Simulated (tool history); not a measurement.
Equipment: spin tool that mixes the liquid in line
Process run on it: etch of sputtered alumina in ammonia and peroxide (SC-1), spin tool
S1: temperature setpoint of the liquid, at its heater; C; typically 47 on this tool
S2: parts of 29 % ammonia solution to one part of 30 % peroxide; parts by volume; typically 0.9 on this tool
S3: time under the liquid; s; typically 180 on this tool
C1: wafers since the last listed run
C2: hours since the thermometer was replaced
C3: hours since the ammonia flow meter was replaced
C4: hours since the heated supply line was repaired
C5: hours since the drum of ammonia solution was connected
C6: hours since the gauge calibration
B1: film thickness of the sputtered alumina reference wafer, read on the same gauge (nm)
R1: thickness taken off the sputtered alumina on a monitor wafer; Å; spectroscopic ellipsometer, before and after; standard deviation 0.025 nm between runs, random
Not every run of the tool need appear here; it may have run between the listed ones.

{"run": 1, "hour": 0.0, "S1": 47, "S2": 1.15, "S3": 180, "C1": 0, "C2": 424, "C3": 1460.2, "C4": 2372.6, "C5": 961.4, "C6": 689.2, "B1": 127.21, "R1": 78.6}
{"run": 2, "hour": 19.8, "S1": 41.5, "S2": 1, "S3": 180, "C1": 127, "C2": 443.8, "C3": 1480, "C4": 2392.4, "C5": 981.2, "C6": 709, "B1": 127.05, "R1": 56.7}
{"hour": 28.3, "done": "ammonia flow meter replaced"}
{"run": 3, "hour": 43.6, "S1": 47, "S2": 0.9, "S3": 205, "C1": 146, "C2": 467.6, "C3": 15.3, "C4": 2416.2, "C5": 1005, "C6": 732.8, "B1": 126.91, "R1": 87.7}
{"run": 4, "hour": 66.7, "S1": 47, "S2": 0.9, "S3": 205, "C1": 148, "C2": 490.7, "C3": 38.4, "C4": 2439.3, "C5": 1028.1, "C6": 755.9, "B1": 126.74, "R1": 87.5}
{"hour": 96.9, "done": "new drum of ammonia solution connected"}
{"run": 5, "hour": 100.3, "S1": 49.5, "S2": 0.9, "S3": 180, "C1": 210, "C2": 524.3, "C3": 72, "C4": 2472.9, "C5": 3.4, "C6": 789.5, "B1": 126.45, "R1": 87.7}
{"run": 6, "hour": 132.8, "S1": 49.5, "S2": 0.9, "S3": 180, "C1": 209, "C2": 556.8, "C3": 104.5, "C4": 2505.4, "C5": 35.9, "C6": 822, "B1": 126.24, "R1": 87.9}
{"run": 7, "hour": 156.2, "S1": 47, "S2": 0.9, "S3": 180, "C1": 150, "C2": 580.2, "C3": 127.9, "C4": 2528.8, "C5": 59.3, "C6": 845.4, "B1": 126, "R1": 76.2}
{"hour": 183.2, "done": "gauge calibrated"}
{"hour": 187.3, "done": "heated supply line repaired"}
{"hour": 196.7, "done": "thermometer replaced"}
{"run": 8, "hour": 217.6, "S1": 47, "S2": 1.2, "S3": 180, "C1": 382, "C2": 20.9, "C3": 189.3, "C4": 30.3, "C5": 120.7, "C6": 34.4, "B1": 129.95, "R1": 80.8}
{"run": 9, "hour": 233.1, "S1": 47, "S2": 0.9, "S3": 180, "C1": 99, "C2": 36.4, "C3": 204.8, "C4": 45.8, "C5": 136.2, "C6": 49.9, "B1": 129.93, "R1": 78.7}
{"run": 10, "hour": 264.6, "S1": 51.5, "S2": 0.9, "S3": 110, "C1": 202, "C2": 67.9, "C3": 236.3, "C4": 77.3, "C5": 167.7, "C6": 81.4, "B1": 129.94, "R1": 61.5}
{"run": 11, "hour": 288.4, "S1": 55.5, "S2": 0.7, "S3": 270, "C1": 153, "C2": 91.7, "C3": 260.1, "C4": 101.1, "C5": 191.5, "C6": 105.2, "B1": 129.87, "R1": 182.8}
{"run": 12, "hour": 304.1, "S1": 38.5, "S2": 0.5, "S3": 240, "C1": 101, "C2": 107.4, "C3": 275.8, "C4": 116.8, "C5": 207.2, "C6": 120.9, "B1": 129.86, "R1": 60.7}
{"run": 13, "hour": 326.0, "S1": 47, "S2": 0.7, "S3": 180, "C1": 141, "C2": 129.3, "C3": 297.7, "C4": 138.7, "C5": 229.1, "C6": 142.8, "B1": 129.84, "R1": 76.5}
{"run": 14, "hour": 343.5, "S1": 47, "S2": 0.9, "S3": 180, "C1": 112, "C2": 146.8, "C3": 315.2, "C4": 156.2, "C5": 246.6, "C6": 160.3, "B1": 129.83, "R1": 78.3}
{"run": 15, "hour": 376.9, "S1": 43, "S2": 1.2, "S3": 180, "C1": 215, "C2": 180.2, "C3": 348.6, "C4": 189.6, "C5": 280, "C6": 193.7, "B1": 129.75, "R1": 64}
{"run": 16, "hour": 389.7, "S1": 54.5, "S2": 0.7, "S3": 245, "C1": 82, "C2": 193, "C3": 361.4, "C4": 202.4, "C5": 292.8, "C6": 206.5, "B1": 129.69, "R1": 157.6}
{"run": 17, "hour": 412.8, "S1": 54.5, "S2": 1.15, "S3": 145, "C1": 148, "C2": 216.1, "C3": 384.5, "C4": 225.5, "C5": 315.9, "C6": 229.6, "B1": 129.63, "R1": 97.5}
{"run": 18, "hour": 430.5, "S1": 47, "S2": 0.9, "S3": 130, "C1": 114, "C2": 233.8, "C3": 402.2, "C4": 243.2, "C5": 333.6, "C6": 247.3, "B1": 129.66, "R1": 56.8}
{"run": 19, "hour": 448.3, "S1": 47, "S2": 0.9, "S3": 180, "C1": 114, "C2": 251.6, "C3": 420, "C4": 261, "C5": 351.4, "C6": 265.1, "B1": 129.59, "R1": 78.5}
{"run": 20, "hour": 482.5, "S1": 55.5, "S2": 0.7, "S3": 270, "C1": 220, "C2": 285.8, "C3": 454.2, "C4": 295.2, "C5": 385.6, "C6": 299.3, "B1": 129.52, "R1": 181.7}
{"run": 21, "hour": 504.3, "S1": 42.5, "S2": 0.5, "S3": 180, "C1": 140, "C2": 307.6, "C3": 476, "C4": 317, "C5": 407.4, "C6": 321.1, "B1": 129.44, "R1": 57.3}
{"run": 22, "hour": 529.3, "S1": 55, "S2": 0.65, "S3": 275, "C1": 161, "C2": 332.6, "C3": 501, "C4": 342, "C5": 432.4, "C6": 346.1, "B1": 129.32, "R1": 179.3}
{"run": 23, "hour": 553.1, "S1": 47, "S2": 0.75, "S3": 180, "C1": 153, "C2": 356.4, "C3": 524.8, "C4": 365.8, "C5": 456.2, "C6": 369.9, "B1": 129.26, "R1": 76.8}
{"run": 24, "hour": 566.8, "S1": 47, "S2": 0.9, "S3": 120, "C1": 88, "C2": 370.1, "C3": 538.5, "C4": 379.5, "C5": 469.9, "C6": 383.6, "B1": 129.23, "R1": 52}

Some steps in R1, run to run, broken into two amounts with sign: the step expected even without the hidden condition (settings, incoming material, random variation), and the rest, left for the hidden condition together with whatever gauge scatter is not in both the measured and the hidden-condition-free result:
Hidden conditions of the tool in this case: liquid hotter than its thermometer reads (K); ammonia flow below the setpoint (%); temperature lost on the way to the wafer (K); ammonia solution weaker than its label (%); gauge reads high (%).
Run 2 -> 3: S1 41.5 -> 47, S2 1 -> 0.9, S3 180 -> 205, ammonia flow meter replaced. R1 +31 Å: hidden state -0.7, all else +31.7.
Run 7 -> 8: S2 0.9 -> 1.2, gauge calibrated, heated supply line repaired, thermometer replaced. R1 +4.6 Å: hidden state +2.3, all else +2.3.
Run 11 -> 12: S1 55.5 -> 38.5, S2 0.7 -> 0.5, S3 270 -> 240. R1 -122.1 Å: hidden state +0.1, all else -122.2.
Run 20 -> 21: S1 55.5 -> 42.5, S2 0.7 -> 0.5, S3 270 -> 180. R1 -124.4 Å: hidden state +0.4, all else -124.8.
